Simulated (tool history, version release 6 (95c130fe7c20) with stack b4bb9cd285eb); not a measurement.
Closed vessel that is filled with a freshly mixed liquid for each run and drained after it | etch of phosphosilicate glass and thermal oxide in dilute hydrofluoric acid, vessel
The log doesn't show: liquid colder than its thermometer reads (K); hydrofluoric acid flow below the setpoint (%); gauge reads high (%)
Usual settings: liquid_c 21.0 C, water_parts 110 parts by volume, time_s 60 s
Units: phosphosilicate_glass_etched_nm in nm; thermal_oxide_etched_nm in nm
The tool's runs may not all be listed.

run   hour  liquid_c  water_parts  time_s  wafers since the last listed run  hours since the thermometer was replaced  hours since the hydrofluoric acid flow meter was replaced  hours since the gauge calibration  read-back film thickness of the phosphosilicate glass reference wafer, read on the same gauge (nm)  read-back film thickness of the thermal oxide reference wafer, read on the same gauge (nm)  phosphosilicate_glass_etched_nm  thermal_oxide_etched_nm
  1    0.0      21.0          130      60                                 0                                     218.4                                                     2022.9                              297.3                                                                                               49.99                                                                                      49.968                            55.77                    1.937
  2   23.0      21.0          130      60                              2936                                     241.4                                                     2045.9                              320.3                                                                                               49.98                                                                                      49.967                            55.19                    1.949
  3   58.4      17.0          110      50                              4519                                     276.8                                                     2081.3                              355.7                                                                                               50.04                                                                                      50.014                            46.87                    1.643
  4   75.1      17.0          110      50                              2132                                     293.5                                                     2098.0                              372.4                                                                                               49.98                                                                                      50.023                            47.28                    1.674
  5  101.1      17.0          110      50                              3319                                     319.5                                                     2124.0                              398.4                                                                                               49.99                                                                                      49.996                            46.31                    1.619
     119.4  -- gauge calibrated
  6  157.6      21.0          110      75                              7213                                     376.0                                                     2180.5                               38.2                                                                                               50.01                                                                                      50.007                            81.63                    2.826
  7  187.1      21.0          110      75                              3766                                     405.5                                                     2210.0                               67.7                                                                                               50.00                                                                                      50.019                            80.27                    2.813
  8  199.3      21.0          110      60                              1557                                     417.7                                                     2222.2                               79.9                                                                                               49.99                                                                                      49.979                            64.68                    2.255
  9  228.6      25.5           85      85                              3740                                     447.0                                                     2251.5                              109.2                                                                                               50.01                                                                                      50.020                           146.40                    5.099
 10  256.1      17.5          110      70                              3510                                     474.5                                                     2279.0                              136.7                                                                                               50.01                                                                                      50.045                            64.12                    2.269
 11  270.3      24.0          110      70                              1812                                     488.7                                                     2293.2                              150.9                                                                                               49.98                                                                                      50.003                            83.21                    3.022
     271.8  -- thermometer replaced
 12  286.3      21.0          110      60                              1914                                      14.5                                                     2309.2                              166.9                                                                                               49.98                                                                                      49.990                            68.16                    2.471
     289.1  -- hydrofluoric acid flow meter replaced
 13  304.6      23.5          110      60                              2208                                      32.8                                                       15.5                              185.2                                                                                               49.98                                                                                      49.993                            75.99                    2.645
 14  330.8      18.0           75      50                              3344                                      59.0                                                       41.7                              211.4                                                                                               50.00                                                                                      49.975                            77.30                    2.763
 15  355.2      24.5           80      75                              3115                                      83.4                                                       66.1                              235.8                                                                                               50.00                                                                                      49.981                           141.96                    5.034
 16  385.2      24.5           75      45                              3829                                     113.4                                                       96.1                              265.8                                                                                               49.95                                                                                      50.005                            89.43                    3.127

5 ways to go on from here, each from the tool as it stands after run 16. What would each give?
  A  385.9      21.0          135      60                                89                                     114.1                                                       96.8                              266.5                                                                                                   ?                                                                                           ?                                ?                        ?
  B  385.9      21.0          150      80                                89                                     114.1                                                       96.8                              266.5                                                                                                   ?                                                                                           ?                                ?                        ?
  C  385.9      17.5          155      85                                89                                     114.1                                                       96.8                              266.5                                                                                                   ?                                                                                           ?                                ?                        ?
  D  385.9      22.5           65      60                                89                                     114.1                                                       96.8                              266.5                                                                                                   ?                                                                                           ?                                ?                        ?
  E  385.9      19.0          110      90                                89                                     114.1                                                       96.8                              266.5                                                                                                   ?                                                                                           ?                                ?                        ?

run  read-back film thickness of the phosphosilicate glass reference wafer, read on the same gauge (nm)  read-back film thickness of the thermal oxide reference wafer, read on the same gauge (nm)  phosphosilicate_glass_etched_nm  thermal_oxide_etched_nm
  A                                                                                               50.02                                                                                      50.009                            54.03                    1.879
  B                                                                                               50.02                                                                                      50.009                            63.82                    2.219
  C                                                                                               50.02                                                                                      50.009                            56.70                    1.971
  D                                                                                               50.02                                                                                      50.009                           129.25                    4.494
  E                                                                                               50.02                                                                                      50.009                            94.15                    3.273
Without the tool's hidden state the same runs would have given:
run  phosphosilicate_glass_etched_nm  thermal_oxide_etched_nm
  A                            55.65                    1.935
  B                            65.71                    2.285
  C                            58.44                    2.032
  D                           133.26                    4.633
  E                            97.07                    3.375
